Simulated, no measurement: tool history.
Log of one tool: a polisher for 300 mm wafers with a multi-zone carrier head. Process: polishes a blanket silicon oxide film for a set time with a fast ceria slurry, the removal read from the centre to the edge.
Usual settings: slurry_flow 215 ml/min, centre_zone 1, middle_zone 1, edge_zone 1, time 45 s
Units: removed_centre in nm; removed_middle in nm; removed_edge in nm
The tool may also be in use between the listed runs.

run,day,slurry_flow,centre_zone,middle_zone,edge_zone,time,wafers since the last listed run,wafers polished on this pad,hours since the slurry nozzle was cleaned,hours since the centre zone pressure was calibrated,hours since the edge zone pressure was calibrated,hours since the carrier head's membrane was replaced,"incoming thickness of the incoming film, nm",removed_centre,removed_middle,removed_edge
1,0,215,1,1,1,45,0,1337,319.4,523.2,95.3,107.6,1695.5,338.3,329.8,333.5
# day 0.679: worn pad replaced by a new one
2,1.025,215,1,1,1,45,134,54,344,547.8,119.9,132.2,1717.3,367,361.9,366.6
# day 1.358: centre zone pressure recalibrated
# day 3.162: slurry nozzle cleaned
3,3.183,215,1,1,1,53,318,372,0.5,43.8,171.7,184,1677.2,421,405.3,414.8
4,4.212,215,1,1,1,45,160,533,25.2,68.5,196.4,208.7,1726.6,345.6,348.7,349.2
5,4.758,215,1,1,1,45,85,618,38.3,81.6,209.5,221.8,1688.2,349.2,338.3,344
6,8.75,215,1,1,1,45,624,1243,134.1,177.4,305.3,317.6,1699.5,336.4,335.8,336.6
# day 9.404: worn pad replaced by a new one
7,9.425,150,1,1.03,1.1,37,79,3,150.3,193.6,321.5,333.8,1688.9,283.4,281.9,302.9
8,10.079,215,1,1,1,45,102,105,166,209.3,337.2,349.5,1713.3,355.9,353.8,360.7
9,11.575,215,1,1,1,45,233,339,201.9,245.2,373.1,385.4,1704.5,351.9,340.4,347.6
10,13.029,175,1,1.04,1,36,227,567,236.8,280.1,408,420.3,1728.4,266.6,269.7,267.6
11,13.6,215,1,1.06,1,33,89,656,250.5,293.8,421.7,434,1703.4,249.5,257.7,247.4
12,15.079,215,1,1,0.92,53,231,887,286,329.3,457.2,469.5,1705.3,399.4,386.6,380.9
# day 15.225: edge zone pressure recalibrated
# day 18.871: worn pad replaced by a new one
13,19.508,215,1.05,0.9,1.04,55,653,99,392.3,435.6,102.8,575.8,1684.8,467.2,398.4,447.8
14,20.358,185,1,0.95,0.92,45,132,232,412.7,456,123.2,596.2,1734.9,350,322.4,335.4
15,20.958,215,1.11,1,1.05,45,93,326,427.1,470.4,137.6,610.6,1709.3,395.8,347.6,357.3
# day 21.333: slurry nozzle cleaned
16,21.538,285,1,1,1,45,84,410,4.9,484.3,151.5,624.5,1700.3,370.7,358.9,347.9
# day 21.825: centre zone pressure recalibrated
17,22.246,285,1,1.09,1.05,32,97,508,21.9,10.1,168.5,641.5,1691.6,260,270.7,256.7
18,22.879,215,1,1,1,45,99,607,37.1,25.3,183.7,656.7,1690.8,348.9,339.2,343
19,24.104,215,1,1,0.96,45,191,799,66.5,54.7,213.1,686.1,1735.2,342.8,332,338.6
20,25.304,215,1,1,1,45,187,986,95.3,83.5,241.9,714.9,1673.3,342.7,339.9,343.1
21,25.829,215,1,1,1,45,82,1069,107.9,96.1,254.5,727.5,1695.6,345.2,332.4,348.6
22,27.004,215,1.09,1,1,45,183,1252,136.1,124.3,282.7,755.7,1708.8,372,333.2,346.2
23,28.35,215,1.04,1,1.11,45,210,1463,168.4,156.6,315,788,1672.4,346.5,329.5,363.2

Hidden state or all else? Some run-to-run changes of removed_centre, split into what the settings, what came in and random variation would give without the hidden state, and what is left for the hidden state (with any gauge scatter that isn't in both results):
The hidden state here: removal rate lost through wear of the pad, %; slurry flow missing at the pad, %; deviation of the centre zone's pressure from its setpoint, %; deviation of the edge zone's pressure from its setpoint, %.
Run 1 -> 2: worn pad replaced by a new one. removed_centre +28.7 nm: hidden state +28.7, all else +0.
Run 11 -> 12: middle_zone 1.06 -> 1, edge_zone 1 -> 0.92, time 33 -> 53. removed_centre +149.9 nm: hidden state -16, all else +165.9.
Run 12 -> 13: centre_zone 1 -> 1.05, middle_zone 1 -> 0.9, edge_zone 0.92 -> 1.04, time 53 -> 55, edge zone pressure recalibrated, worn pad replaced by a new one. removed_centre +67.8 nm: hidden state +27, all else +40.8.
Run 13 -> 14: slurry_flow 215 -> 185, centre_zone 1.05 -> 1, middle_zone 0.9 -> 0.95, edge_zone 1.04 -> 0.92, time 55 -> 45. removed_centre -117.2 nm: hidden state -3.6, all else -113.6.
